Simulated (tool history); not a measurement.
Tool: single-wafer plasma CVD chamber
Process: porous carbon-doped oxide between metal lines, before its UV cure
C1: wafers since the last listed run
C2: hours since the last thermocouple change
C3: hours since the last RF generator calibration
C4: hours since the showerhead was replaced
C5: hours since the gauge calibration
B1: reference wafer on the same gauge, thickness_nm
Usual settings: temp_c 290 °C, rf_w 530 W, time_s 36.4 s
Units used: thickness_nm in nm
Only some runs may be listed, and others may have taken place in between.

Run 1, hour 0.0: usual settings but time_s 33.5 s; C1 0; C2 1567.7; C3 273.2; C4 2613.0; C5 95.6; B1 199.166. Result: thickness_nm 187.132 nm.
Run 2, hour 32.9: usual settings; C1 799; C2 1600.6; C3 306.1; C4 2645.9; C5 128.5; B1 199.293. Result: thickness_nm 202.072 nm.
Run 3, hour 52.7: usual settings; C1 481; C2 1620.4; C3 325.9; C4 2665.7; C5 148.3; B1 199.194. Result: thickness_nm 203.856 nm.
Run 4, hour 74.3: usual settings; C1 524; C2 1642.0; C3 347.5; C4 2687.3; C5 169.9; B1 198.974. Result: thickness_nm 203.220 nm.
Run 5, hour 86.4: usual settings; C1 293; C2 1654.1; C3 359.6; C4 2699.4; C5 182.0; B1 198.951. Result: thickness_nm 201.596 nm.
Run 6, hour 116.9: usual settings; C1 740; C2 1684.6; C3 390.1; C4 2729.9; C5 212.5; B1 199.105. Result: thickness_nm 204.745 nm.
Run 7, hour 139.6: usual settings but rf_w 575 W; C1 551; C2 1707.3; C3 412.8; C4 2752.6; C5 235.2; B1 198.920. Result: thickness_nm 211.697 nm.
Run 8, hour 158.5: usual settings but rf_w 575 W; C1 459; C2 1726.2; C3 431.7; C4 2771.5; C5 254.1; B1 199.018. Result: thickness_nm 211.936 nm.
Run 9, hour 185.6: usual settings but rf_w 575 W; C1 658; C2 1753.3; C3 458.8; C4 2798.6; C5 281.2; B1 199.189. Result: thickness_nm 212.238 nm.
Run 10, hour 206.3: usual settings; C1 502; C2 1774.0; C3 479.5; C4 2819.3; C5 301.9; B1 198.930. Result: thickness_nm 203.690 nm.
Run 11, hour 237.3: usual settings; C1 753; C2 1805.0; C3 510.5; C4 2850.3; C5 332.9; B1 198.774. Result: thickness_nm 202.944 nm.
Run 12, hour 267.9: usual settings; C1 743; C2 1835.6; C3 541.1; C4 2880.9; C5 363.5; B1 199.092. Result: thickness_nm 204.950 nm.
Run 13, hour 299.2: usual settings; C1 760; C2 1866.9; C3 572.4; C4 2912.2; C5 394.8; B1 198.995. Result: thickness_nm 206.328 nm.
Run 14, hour 316.1: usual settings; C1 410; C2 1883.8; C3 589.3; C4 2929.1; C5 411.7; B1 198.880. Result: thickness_nm 203.842 nm.
Run 15, hour 348.5: usual settings; C1 787; C2 1916.2; C3 621.7; C4 2961.5; C5 444.1; B1 199.224. Result: thickness_nm 205.602 nm.
At hour 362.0: showerhead replaced.
Run 16, hour 377.6: usual settings but time_s 33.2 s; C1 512; C2 1945.3; C3 650.8; C4 15.6; C5 473.2; B1 198.732. Result: thickness_nm 187.631 nm.
Run 17, hour 391.3: usual settings but temp_c 302 °C, time_s 32.9 s; C1 332; C2 1959.0; C3 664.5; C4 29.3; C5 486.9; B1 199.093. Result: thickness_nm 173.142 nm.
Run 18, hour 492.4: usual settings but temp_c 278 °C, rf_w 435 W, time_s 41.4 s; C1 2456; C2 2060.1; C3 765.6; C4 130.4; C5 588.0; B1 198.972. Result: thickness_nm 233.358 nm.
At hour 554.3: gauge calibrated.
Run 19, hour 595.7: usual settings but temp_c 283 °C, rf_w 610 W; C1 2509; C2 2163.4; C3 868.9; C4 233.7; C5 41.4; B1 198.739. Result: thickness_nm 230.377 nm.
At hour 615.3: RF generator calibrated.
Run 20, hour 615.8: usual settings but rf_w 630 W, time_s 29.4 s; C1 293; C2 2183.5; C3 0.5; C4 253.8; C5 61.5; B1 198.893. Result: thickness_nm 181.881 nm.
Run 21, hour 644.2: usual settings; C1 689; C2 2211.9; C3 28.9; C4 282.2; C5 89.9; B1 199.067. Result: thickness_nm 206.366 nm.
Run 22, hour 660.9: usual settings; C1 405; C2 2228.6; C3 45.6; C4 298.9; C5 106.6; B1 198.940. Result: thickness_nm 206.148 nm.
Run 23, hour 673.1: usual settings but temp_c 278 °C, rf_w 435 W, time_s 41.4 s; C1 296; C2 2240.8; C3 57.8; C4 311.1; C5 118.8; B1 198.867. Result: thickness_nm 233.675 nm.
Run 24, hour 687.3: usual settings but time_s 30.6 s; C1 344; C2 2255.0; C3 72.0; C4 325.3; C5 133.0; B1 198.773. Result: thickness_nm 174.449 nm.
Run 25, hour 718.0: usual settings but temp_c 285 °C, time_s 33.4 s; C1 745; C2 2285.7; C3 102.7; C4 356.0; C5 163.7; B1 198.731. Result: thickness_nm 196.547 nm.
Run 26, hour 738.8: usual settings but temp_c 299 °C, rf_w 620 W; C1 505; C2 2306.5; C3 123.5; C4 376.8; C5 184.5; B1 198.999. Result: thickness_nm 210.027 nm.
At hour 765.5: thermocouple changed; heater temperature recalibrated.
Run 27, hour 765.8: usual settings but temp_c 282 °C, rf_w 625 W, time_s 30.5 s; C1 461; C2 0.3; C3 150.5; C4 403.8; C5 211.5; B1 198.945. Result: thickness_nm 191.287 nm.
Run 28, hour 789.3: usual settings but rf_w 470 W, time_s 42.2 s; C1 570; C2 23.8; C3 174.0; C4 427.3; C5 235.0; B1 198.912. Result: thickness_nm 220.766 nm.
Run 29, hour 824.6: usual settings; C1 857; C2 59.1; C3 209.3; C4 462.6; C5 270.3; B1 199.228. Result: thickness_nm 200.405 nm.
Run 30, hour 843.9: usual settings but time_s 39.8 s; C1 468; C2 78.4; C3 228.6; C4 481.9; C5 289.6; B1 198.867. Result: thickness_nm 219.198 nm.
Run 31, hour 886.9: usual settings; C1 1044; C2 121.4; C3 271.6; C4 524.9; C5 332.6; B1 199.075. Result: thickness_nm 200.014 nm.
Run 32, hour 968.2: usual settings but temp_c 279 °C, rf_w 475 W, time_s 43.2 s; C1 1975; C2 202.7; C3 352.9; C4 606.2; C5 413.9; B1 198.611. Result: thickness_nm 245.702 nm.

Hidden state at the last listed run before each entry between runs and at the first one after, where it differs:
From run 15 to run 16: showerhead replaced (hour 362.0)
  wafer temperature above the value expected at the setpoint (K): -2.54 -> -2.66
  measured result minus the result with no hidden state, thickness_nm: +3.480 -> +3.315 nm
From run 18 to run 19: gauge calibrated (hour 554.3)
  wafer temperature above the value expected at the setpoint (K): -3.11 -> -3.55
  measured result minus the result with no hidden state, thickness_nm: +5.103 -> +5.602 nm
From run 19 to run 20: RF generator calibrated (hour 615.3)
  wafer temperature above the value expected at the setpoint (K): -3.55 -> -3.64
  measured result minus the result with no hidden state, thickness_nm: +5.602 -> +4.397 nm
From run 26 to run 27: thermocouple changed; heater temperature recalibrated (hour 765.5)
  wafer temperature above the value expected at the setpoint (K): -4.19 -> 0.615
  measured result minus the result with no hidden state, thickness_nm: +5.519 -> -0.812 nm
